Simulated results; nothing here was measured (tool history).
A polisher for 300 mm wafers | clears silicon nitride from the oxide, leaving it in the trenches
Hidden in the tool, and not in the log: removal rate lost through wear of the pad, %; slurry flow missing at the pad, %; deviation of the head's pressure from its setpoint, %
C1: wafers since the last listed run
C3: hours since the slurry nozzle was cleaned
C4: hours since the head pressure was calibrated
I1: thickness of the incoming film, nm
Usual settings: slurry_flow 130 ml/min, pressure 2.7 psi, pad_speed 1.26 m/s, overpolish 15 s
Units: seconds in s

{"run": 1, "day": 0.0, "slurry_flow": 130, "pressure": 2.7, "pad_speed": 1.26, "overpolish": 21, "C1": 0, "wafers polished on this pad": 35, "C3": 572.8, "C4": 517.6, "I1": 131.8, "seconds": 106.5}
{"run": 2, "day": 2.892, "slurry_flow": 130, "pressure": 2.7, "pad_speed": 1.26, "overpolish": 21, "C1": 283, "wafers polished on this pad": 319, "C3": 642.2, "C4": 587.0, "I1": 130.4, "seconds": 109.8}
{"run": 3, "day": 5.562, "slurry_flow": 130, "pressure": 2.7, "pad_speed": 1.26, "overpolish": 21, "C1": 262, "wafers polished on this pad": 581, "C3": 706.3, "C4": 651.1, "I1": 131.1, "seconds": 108.5}
{"run": 4, "day": 6.754, "slurry_flow": 130, "pressure": 2.7, "pad_speed": 1.26, "overpolish": 15, "C1": 116, "wafers polished on this pad": 698, "C3": 734.9, "C4": 679.7, "I1": 130.2, "seconds": 106.4}
{"run": 5, "day": 9.396, "slurry_flow": 130, "pressure": 2.7, "pad_speed": 1.26, "overpolish": 15, "C1": 259, "wafers polished on this pad": 957, "C3": 798.3, "C4": 743.1, "I1": 127.9, "seconds": 107.1}
{"day": 11.054, "done": "slurry nozzle cleaned"}
{"run": 6, "day": 11.504, "slurry_flow": 130, "pressure": 3.1, "pad_speed": 1.26, "overpolish": 15, "C1": 202, "wafers polished on this pad": 1160, "C3": 10.8, "C4": 793.7, "I1": 127.8, "seconds": 110.6}
{"run": 7, "day": 12.988, "slurry_flow": 130, "pressure": 2.7, "pad_speed": 1.26, "overpolish": 15, "C1": 145, "wafers polished on this pad": 1305, "C3": 46.4, "C4": 829.3, "I1": 129.9, "seconds": 124.0}
{"day": 14.121, "done": "worn pad replaced by a new one"}
{"run": 8, "day": 15.688, "slurry_flow": 130, "pressure": 2.7, "pad_speed": 1.26, "overpolish": 15, "C1": 248, "wafers polished on this pad": 153, "C3": 111.2, "C4": 894.1, "I1": 128.7, "seconds": 125.0}
{"run": 9, "day": 17.946, "slurry_flow": 130, "pressure": 2.7, "pad_speed": 1.4, "overpolish": 15, "C1": 221, "wafers polished on this pad": 375, "C3": 165.4, "C4": 948.3, "I1": 129.1, "seconds": 119.4}
{"day": 18.542, "done": "slurry nozzle cleaned, repeated, since the last time left the tool worse"}
{"run": 10, "day": 20.412, "slurry_flow": 130, "pressure": 2.7, "pad_speed": 1.4, "overpolish": 15, "C1": 237, "wafers polished on this pad": 613, "C3": 44.9, "C4": 1007.5, "I1": 131.3, "seconds": 93.5}
{"run": 11, "day": 21.738, "slurry_flow": 130, "pressure": 2.7, "pad_speed": 1.26, "overpolish": 15, "C1": 130, "wafers polished on this pad": 743, "C3": 76.7, "C4": 1039.3, "I1": 129.0, "seconds": 102.1}
{"run": 12, "day": 24.333, "slurry_flow": 130, "pressure": 2.7, "pad_speed": 1.26, "overpolish": 15, "C1": 254, "wafers polished on this pad": 998, "C3": 139.0, "C4": 1101.6, "I1": 131.2, "seconds": 106.2}
{"run": 13, "day": 25.958, "slurry_flow": 130, "pressure": 2.7, "pad_speed": 1.26, "overpolish": 15, "C1": 159, "wafers polished on this pad": 1157, "C3": 178.0, "C4": 1140.6, "I1": 131.1, "seconds": 104.2}
{"day": 27.888, "done": "worn pad replaced by a new one"}
{"run": 14, "day": 27.942, "slurry_flow": 130, "pressure": 2.7, "pad_speed": 1.26, "overpolish": 15, "C1": 178, "wafers polished on this pad": 5, "C3": 225.6, "C4": 1188.2, "I1": 128.5, "seconds": 100.5}
{"run": 15, "day": 30.671, "slurry_flow": 130, "pressure": 2.7, "pad_speed": 1.26, "overpolish": 15, "C1": 267, "wafers polished on this pad": 273, "C3": 291.1, "C4": 1253.7, "I1": 130.2, "seconds": 101.9}
{"run": 16, "day": 33.529, "slurry_flow": 160, "pressure": 3.5, "pad_speed": 1.38, "overpolish": 15, "C1": 280, "wafers polished on this pad": 553, "C3": 359.7, "C4": 1322.3, "I1": 129.5, "seconds": 77.3}
{"run": 17, "day": 35.092, "slurry_flow": 95, "pressure": 2.7, "pad_speed": 1.64, "overpolish": 15, "C1": 153, "wafers polished on this pad": 706, "C3": 397.2, "C4": 1359.8, "I1": 130.0, "seconds": 90.4}
{"run": 18, "day": 37.617, "slurry_flow": 130, "pressure": 2.7, "pad_speed": 1.26, "overpolish": 15, "C1": 247, "wafers polished on this pad": 954, "C3": 457.8, "C4": 1420.4, "I1": 128.9, "seconds": 103.7}
{"day": 40.342, "done": "head pressure recalibrated"}
{"run": 19, "day": 40.404, "slurry_flow": 130, "pressure": 1.9, "pad_speed": 0.82, "overpolish": 15, "C1": 265, "wafers polished on this pad": 1220, "C3": 524.7, "C4": 1.5, "I1": 132.1, "seconds": 206.9}
{"run": 20, "day": 42.667, "slurry_flow": 130, "pressure": 2.7, "pad_speed": 1.26, "overpolish": 21, "C1": 222, "wafers polished on this pad": 1442, "C3": 579.0, "C4": 55.8, "I1": 129.1, "seconds": 103.2}
{"day": 43.783, "done": "worn pad replaced by a new one"}
{"run": 21, "day": 44.2, "slurry_flow": 160, "pressure": 2.7, "pad_speed": 1.26, "overpolish": 20, "C1": 134, "wafers polished on this pad": 40, "C3": 615.8, "C4": 92.6, "I1": 129.7, "seconds": 103.7}
{"run": 22, "day": 45.904, "slurry_flow": 130, "pressure": 2.7, "pad_speed": 1.26, "overpolish": 15, "C1": 167, "wafers polished on this pad": 207, "C3": 656.7, "C4": 133.5, "I1": 127.5, "seconds": 107.5}
{"run": 23, "day": 48.838, "slurry_flow": 115, "pressure": 2.7, "pad_speed": 1.26, "overpolish": 15, "C1": 287, "wafers polished on this pad": 495, "C3": 727.1, "C4": 203.9, "I1": 129.9, "seconds": 113.2}
{"run": 24, "day": 50.329, "slurry_flow": 130, "pressure": 2.7, "pad_speed": 1.26, "overpolish": 15, "C1": 146, "wafers polished on this pad": 642, "C3": 762.9, "C4": 239.7, "I1": 130.3, "seconds": 111.1}
{"run": 25, "day": 51.446, "slurry_flow": 130, "pressure": 2.7, "pad_speed": 1.26, "overpolish": 8, "C1": 109, "wafers polished on this pad": 751, "C3": 789.7, "C4": 266.5, "I1": 132.1, "seconds": 112.0}
{"day": 53.025, "done": "slurry nozzle cleaned"}
{"run": 26, "day": 53.938, "slurry_flow": 130, "pressure": 2.3, "pad_speed": 1.26, "overpolish": 15, "C1": 240, "wafers polished on this pad": 992, "C3": 21.9, "C4": 326.3, "I1": 127.2, "seconds": 105.7}
{"run": 27, "day": 56.704, "slurry_flow": 130, "pressure": 2.7, "pad_speed": 1.26, "overpolish": 7, "C1": 271, "wafers polished on this pad": 1263, "C3": 88.3, "C4": 392.7, "I1": 131.0, "seconds": 105.2}
{"run": 28, "day": 57.917, "slurry_flow": 130, "pressure": 2.7, "pad_speed": 1.26, "overpolish": 20, "C1": 118, "wafers polished on this pad": 1382, "C3": 117.4, "C4": 421.8, "I1": 131.1, "seconds": 103.7}

Forecast each of these 5 alternatives for the next run:
{"run": "A", "day": 57.938, "slurry_flow": 130, "pressure": 2.7, "pad_speed": 1.26, "overpolish": 15, "C1": 2, "wafers polished on this pad": 1384, "C3": 117.9, "C4": 422.3, "I1": 132.3, "seconds": "?"}
{"run": "B", "day": 57.938, "slurry_flow": 130, "pressure": 2.7, "pad_speed": 1.52, "overpolish": 15, "C1": 2, "wafers polished on this pad": 1384, "C3": 117.9, "C4": 422.3, "I1": 132.3, "seconds": "?"}
{"run": "C", "day": 57.938, "slurry_flow": 130, "pressure": 2.2, "pad_speed": 1.26, "overpolish": 15, "C1": 2, "wafers polished on this pad": 1384, "C3": 117.9, "C4": 422.3, "I1": 132.3, "seconds": "?"}
{"run": "D", "day": 57.938, "slurry_flow": 90, "pressure": 3.0, "pad_speed": 0.9, "overpolish": 15, "C1": 2, "wafers polished on this pad": 1384, "C3": 117.9, "C4": 422.3, "I1": 132.3, "seconds": "?"}
{"run": "E", "day": 57.938, "slurry_flow": 150, "pressure": 1.9, "pad_speed": 1.56, "overpolish": 7, "C1": 2, "wafers polished on this pad": 1384, "C3": 117.9, "C4": 422.3, "I1": 132.3, "seconds": "?"}

run=A seconds=103.0
run=B seconds=85.8
run=C seconds=115.9
run=D seconds=148.1
run=E seconds=98.8
Without the tool's hidden state the same runs would have given:
run=A seconds=102.0
run=B seconds=85.0
run=C seconds=114.8
run=D seconds=146.1
run=E seconds=97.9

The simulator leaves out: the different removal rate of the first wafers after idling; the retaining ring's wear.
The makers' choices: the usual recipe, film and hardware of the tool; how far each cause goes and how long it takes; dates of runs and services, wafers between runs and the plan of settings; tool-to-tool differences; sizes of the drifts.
